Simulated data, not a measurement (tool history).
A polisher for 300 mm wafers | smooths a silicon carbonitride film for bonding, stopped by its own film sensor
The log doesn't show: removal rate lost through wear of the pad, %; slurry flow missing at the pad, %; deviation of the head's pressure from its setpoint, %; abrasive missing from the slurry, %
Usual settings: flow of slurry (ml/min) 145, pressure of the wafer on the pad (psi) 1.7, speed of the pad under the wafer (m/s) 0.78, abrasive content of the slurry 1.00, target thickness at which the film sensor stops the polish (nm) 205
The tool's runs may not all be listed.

run	day	flow of slurry (ml/min)	pressure of the wafer on the pad (psi)	speed of the pad under the wafer (m/s)	abrasive content of the slurry	target thickness at which the film sensor stops the polish (nm)	wafers since the last listed run	wafers polished on this pad	hours since the slurry nozzle was cleaned	hours since the head pressure was calibrated	hours since the slurry blender was calibrated	incoming thickness of the incoming film, nm	time until the film sensor stopped the polish (s)
1	0.000	145	1.7	0.78	1.00	205	0	971	173.1	556.1	61.6	226.9	165.8
# day 1.142: worn pad replaced by a new one
2	2.308	145	1.7	0.78	1.00	205	483	263	228.5	611.5	117.0	231.0	173.2
# day 3.050: slurry blender recalibrated
3	3.750	145	1.7	0.78	1.00	205	306	570	263.1	646.1	16.8	226.6	147.8
4	5.421	145	1.7	0.78	1.25	205	377	947	303.2	686.2	56.9	227.6	148.5
# day 6.617: worn pad replaced by a new one, of another model than before
5	8.171	145	1.7	0.78	1.25	205	583	351	369.2	752.2	122.9	228.3	150.5
# day 8.588: slurry blender recalibrated
6	10.321	145	1.7	0.78	1.25	205	466	817	420.8	803.8	41.6	229.0	157.8
7	11.871	170	1.7	0.78	1.00	205	350	1168	458.0	841.0	78.8	227.8	169.9
# day 12.517: worn pad replaced by a new one
8	14.596	170	1.7	0.78	1.00	208	577	469	523.4	906.4	144.2	232.0	161.7
# day 14.712: slurry blender recalibrated
9	16.738	105	1.7	0.52	1.25	199	464	934	574.8	957.8	48.6	231.8	275.4
# day 17.208: worn pad replaced by a new one
10	17.879	145	1.9	0.78	1.00	205	220	151	602.2	985.2	76.0	228.3	144.9
11	19.225	145	1.7	0.78	1.00	205	304	455	634.5	1017.5	108.3	227.5	152.0
# day 19.608: slurry blender recalibrated
# day 19.754: slurry nozzle cleaned
# day 20.179: head pressure recalibrated
12	21.929	115	1.7	0.94	0.80	205	563	1019	52.2	42.0	55.7	226.5	166.0
# day 23.017: worn pad replaced by a new one
13	23.333	195	1.2	0.78	1.00	207	279	71	85.9	75.7	89.4	228.2	169.0

Run 14 comes next. What will it give?
14	24.746	145	1.7	0.78	1.00	205	319	390	119.8	109.6	123.3	231.7	?

Run 14 gave time until the film sensor stopped the polish (s) 181.1.
Without the tool's hidden state the same run would have given time until the film sensor stopped the polish (s) 178.4.

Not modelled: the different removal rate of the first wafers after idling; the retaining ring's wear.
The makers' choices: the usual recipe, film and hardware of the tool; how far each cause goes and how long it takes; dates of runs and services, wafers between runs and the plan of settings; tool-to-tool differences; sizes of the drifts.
